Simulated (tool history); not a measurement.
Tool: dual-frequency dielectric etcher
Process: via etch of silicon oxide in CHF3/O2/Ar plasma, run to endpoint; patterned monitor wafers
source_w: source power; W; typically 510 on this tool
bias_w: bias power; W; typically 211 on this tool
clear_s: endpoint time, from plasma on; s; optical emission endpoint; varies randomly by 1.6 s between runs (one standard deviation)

run   hour  source_w  bias_w  incoming incoming film thickness, nm  clear_s
  1      0       510     211                                 420.9    208.4
  2   25.5       510     211                                 419.1    203.9
  3   40.4       510     211                                   415    201.9
  4   52.9       510     211                                 425.5    209.6
  5   70.9       510     211                                 418.9    204.9
  6   91.2       510     211                                   414    203.8
  7  125.5       410     211                                 421.6    238.3
  8  145.2       410     211                                 419.6    235.9
  9  158.8       510     211                                 421.1    207.2
     200.6  -- upper electrode replaced
     208.6  -- wet clean of the chamber
 10  209.1       510     190                                   414    208.8
 11  209.5       510     190                                 417.7    211.8
 12  224.2       470     182                                 420.3    225.8
     253.6  -- bias power generator calibrated
 13  254.8       510     211                                 418.8    207.7
     269.3  -- source power generator calibrated
 14  270.6       440     175                                   422    240.3
 15  297.5       440     211                                   418    224.5
 16  328.3       420     211                                 410.1      224
 17  347.1       550     244                                 420.6      191

Branching from run 17: 4 alternative next runs. What would each branch give?
  A  347.6       610     211                                   416        ?
  B  347.6       630     171                                   416        ?
  C  347.6       390     262                                   416        ?
  D  347.6       510     262                                   416        ?

run  clear_s
  A    181.2
  B    187.2
  C    226.1
  D    189.6
With no hidden state in the tool, these same runs would have given:
run  clear_s
  A    181.2
  B    187.2
  C    226.1
  D    189.6
